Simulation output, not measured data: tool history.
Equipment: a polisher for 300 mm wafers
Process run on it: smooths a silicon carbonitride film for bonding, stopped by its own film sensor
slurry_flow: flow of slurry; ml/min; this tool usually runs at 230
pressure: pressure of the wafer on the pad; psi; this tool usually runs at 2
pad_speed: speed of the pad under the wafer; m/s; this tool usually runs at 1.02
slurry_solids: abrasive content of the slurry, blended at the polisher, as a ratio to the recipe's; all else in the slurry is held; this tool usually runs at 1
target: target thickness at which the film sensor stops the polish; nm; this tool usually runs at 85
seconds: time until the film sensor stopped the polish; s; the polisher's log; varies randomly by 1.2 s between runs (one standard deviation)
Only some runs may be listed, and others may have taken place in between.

run    day  slurry_flow  pressure  pad_speed  slurry_solids  target  wafers since the last listed run  wafers polished on this pad  hours since the slurry nozzle was cleaned  hours since the head pressure was calibrated  hours since the slurry blender was calibrated  incoming thickness of the incoming film, nm  seconds
  1      0          230       1.7       1.02              1      85                                 0                          370                                        617                                         975.8                                          313.2                                        109.1    101.6
  2  0.554          230       1.7       1.02              1      85                               110                          480                                      630.3                                         989.1                                          326.5                                        109.8    100.5
  3  1.012          280       1.8       1.02              1      85                                91                          572                                      641.3                                        1000.1                                          337.5                                        109.7     96.3
  4  1.579          280       1.8       1.02              1      85                               113                          685                                      654.9                                        1013.7                                          351.1                                        109.6     93.2
  5  2.138          230         2       1.02              1      85                               111                          796                                      668.3                                        1027.1                                          364.5                                          110     88.2
  6  2.796          230         2       1.02              1      85                               131                          928                                      684.1                                        1042.9                                          380.3                                        108.8     83.7
     2.854  -- slurry nozzle cleaned
     2.896  -- slurry blender recalibrated
     3.088  -- worn pad replaced by a new one
  7  3.108          255         2       1.02              1      80                                12                            3                                        6.1                                        1050.4                                            5.1                                        109.4    103.2
  8  3.542          255         2       1.02              1      80                                86                           90                                       16.5                                        1060.8                                           15.5                                        110.1    102.2
  9  4.017          255         2       1.02              1      80                                94                          185                                       27.9                                        1072.2                                           26.9                                        109.9    105.6
 10  4.625          230         2       1.02              1      85                               121                          306                                       42.5                                        1086.8                                           41.5                                        109.1     83.8
 11  5.088          230         2        1.3           1.25      85                                92                          398                                       53.6                                        1097.9                                           52.6                                        111.5     71.7
 12  5.488          230         2       1.02              1      85                                79                          478                                       63.2                                        1107.5                                           62.2                                          111     91.9
     5.621  -- head pressure recalibrated
 13  5.825          230       1.7       1.22            0.7      93                                50                          529                                       71.3                                           4.9                                           70.3                                        109.9     71.6
 14  6.542          230         2       1.02            1.2      88                               143                          672                                       88.5                                          22.1                                           87.5                                        109.9     71.3
 15  7.229          175         2       1.02              1      85                               137                          809                                        105                                          38.6                                            104                                          108     84.3
 16  7.567          230         2       1.02           0.85      85                                67                          876                                      113.1                                          46.7                                          112.1                                          112    105.1
     8.017  -- worn pad replaced by a new one
 17  8.129          230       2.3       1.02            0.9      85                                78                           22                                      126.6                                          60.2                                          125.6                                        109.2     79.3
 18  8.554          190         2       1.02            0.9      85                                84                          107                                      136.8                                          70.4                                          135.8                                        110.9     98.3
 19  9.079          230         2       1.02              1      85                               104                          212                                      149.4                                            83                                          148.4                                        109.9     88.9

Each row is a separate what-if for the run after 19, all from the same tool condition, not one after another. Results?
  A  9.1          230         2       1.02              1      85                                 4                          216                                      149.9                                          83.5                                          148.9                                        109.9        ?
  B  9.1          230       1.5       1.12              1      78                                 4                          216                                      149.9                                          83.5                                          148.9                                        109.9        ?
  C  9.1          300       2.5       1.32              1      79                                 4                          216                                      149.9                                          83.5                                          148.9                                        109.9        ?

run  seconds
  A     88.7
  B    140.6
  C     69.6
Without the tool's hidden state the same runs would have given:
run  seconds
  A     88.7
  B    140.6
  C     69.6
